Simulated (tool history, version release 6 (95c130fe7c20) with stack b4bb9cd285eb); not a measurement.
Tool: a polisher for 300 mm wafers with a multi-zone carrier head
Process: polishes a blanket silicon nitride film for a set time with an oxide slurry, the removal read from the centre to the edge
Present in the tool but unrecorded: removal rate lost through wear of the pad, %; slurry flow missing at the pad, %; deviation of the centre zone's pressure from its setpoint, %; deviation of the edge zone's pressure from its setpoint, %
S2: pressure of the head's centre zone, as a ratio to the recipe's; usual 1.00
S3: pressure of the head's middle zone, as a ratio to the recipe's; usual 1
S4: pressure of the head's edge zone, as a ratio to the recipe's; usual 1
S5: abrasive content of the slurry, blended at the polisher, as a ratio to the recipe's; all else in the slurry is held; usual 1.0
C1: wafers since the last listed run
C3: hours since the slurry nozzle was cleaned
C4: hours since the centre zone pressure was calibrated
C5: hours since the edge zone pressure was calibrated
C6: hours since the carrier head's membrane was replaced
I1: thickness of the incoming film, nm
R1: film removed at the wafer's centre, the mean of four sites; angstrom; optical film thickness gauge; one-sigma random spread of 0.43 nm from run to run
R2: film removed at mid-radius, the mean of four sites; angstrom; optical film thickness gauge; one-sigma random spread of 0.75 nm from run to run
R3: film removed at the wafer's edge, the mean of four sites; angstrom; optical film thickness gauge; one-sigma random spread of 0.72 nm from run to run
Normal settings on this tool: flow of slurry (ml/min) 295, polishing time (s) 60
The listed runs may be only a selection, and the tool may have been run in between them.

run 1 hour=0.0 | flow_of_slurry_(ml/min)=295 S2=1.00 S3=1 S4=1 S5=1.0 polishing_time_(s)=60 | C1=0 wafers_polished_on_this_pad=246 C3=426.6 C4=1014.4 C5=726.8 C6=1403.8 | I1=372.9 | R1=492 R2=471 R3=485
run 2 hour=8.5 | flow_of_slurry_(ml/min)=295 S2=1.00 S3=1 S4=1 S5=1.0 polishing_time_(s)=60 | C1=94 wafers_polished_on_this_pad=341 C3=435.1 C4=1022.9 C5=735.3 C6=1412.3 | I1=369.8 | R1=488 R2=482 R3=473
run 3 hour=24.2 | flow_of_slurry_(ml/min)=295 S2=1.00 S3=1 S4=1 S5=1.0 polishing_time_(s)=60 | C1=174 wafers_polished_on_this_pad=516 C3=450.8 C4=1038.6 C5=751.0 C6=1428.0 | I1=373.2 | R1=476 R2=471 R3=477
run 4 hour=31.7 | flow_of_slurry_(ml/min)=295 S2=1.00 S3=1 S4=1 S5=1.0 polishing_time_(s)=60 | C1=83 wafers_polished_on_this_pad=599 C3=458.3 C4=1046.1 C5=758.5 C6=1435.5 | I1=363.4 | R1=484 R2=477 R3=474
-- hour=43.4 worn pad replaced by a new one
run 5 hour=43.7 | flow_of_slurry_(ml/min)=295 S2=1.00 S3=1 S4=1 S5=1.0 polishing_time_(s)=60 | C1=89 wafers_polished_on_this_pad=3 C3=470.3 C4=1058.1 C5=770.5 C6=1447.5 | I1=367.9 | R1=509 R2=505 R3=494
run 6 hour=51.8 | flow_of_slurry_(ml/min)=295 S2=1.00 S3=1 S4=1 S5=1.0 polishing_time_(s)=60 | C1=90 wafers_polished_on_this_pad=93 C3=478.4 C4=1066.2 C5=778.6 C6=1455.6 | I1=370.6 | R1=496 R2=488 R3=487
run 7 hour=57.9 | flow_of_slurry_(ml/min)=295 S2=1.06 S3=1 S4=1 S5=1.0 polishing_time_(s)=60 | C1=67 wafers_polished_on_this_pad=161 C3=484.5 C4=1072.3 C5=784.7 C6=1461.7 | I1=364.9 | R1=524 R2=498 R3=485
run 8 hour=73.3 | flow_of_slurry_(ml/min)=295 S2=1.06 S3=1 S4=1 S5=1.0 polishing_time_(s)=60 | C1=171 wafers_polished_on_this_pad=332 C3=499.9 C4=1087.7 C5=800.1 C6=1477.1 | I1=366.6 | R1=513 R2=491 R3=475
run 9 hour=85.4 | flow_of_slurry_(ml/min)=295 S2=1.06 S3=1 S4=1 S5=1.0 polishing_time_(s)=60 | C1=134 wafers_polished_on_this_pad=467 C3=512.0 C4=1099.8 C5=812.2 C6=1489.2 | I1=366.7 | R1=511 R2=472 R3=479
-- hour=97.7 worn pad replaced by a new one
run 10 hour=102.4 | flow_of_slurry_(ml/min)=295 S2=1.00 S3=1 S4=1 S5=1.1 polishing_time_(s)=60 | C1=144 wafers_polished_on_this_pad=52 C3=529.0 C4=1116.8 C5=829.2 C6=1506.2 | I1=368.1 | R1=509 R2=492 R3=504
run 11 hour=110.9 | flow_of_slurry_(ml/min)=295 S2=0.90 S3=1 S4=1 S5=1.0 polishing_time_(s)=60 | C1=94 wafers_polished_on_this_pad=147 C3=537.5 C4=1125.3 C5=837.7 C6=1514.7 | I1=372.0 | R1=443 R2=488 R3=480

The next listed run, before its measurement:
-- hour=111.9 slurry nozzle cleaned
-- hour=116.6 centre zone pressure recalibrated
run 12 hour=118.6 | flow_of_slurry_(ml/min)=295 S2=1.00 S3=1 S4=1 S5=1.0 polishing_time_(s)=60 | C1=52 wafers_polished_on_this_pad=199 C3=6.7 C4=2.0 C5=845.4 C6=1522.4 | I1=369.0 | R1=? R2=? R3=?

{"run 12": {"R1": 486, "R2": 486, "R3": 482}}
With no hidden state in the tool, this same run would have given R1 503 angstrom, R2 504 angstrom, R3 500 angstrom.
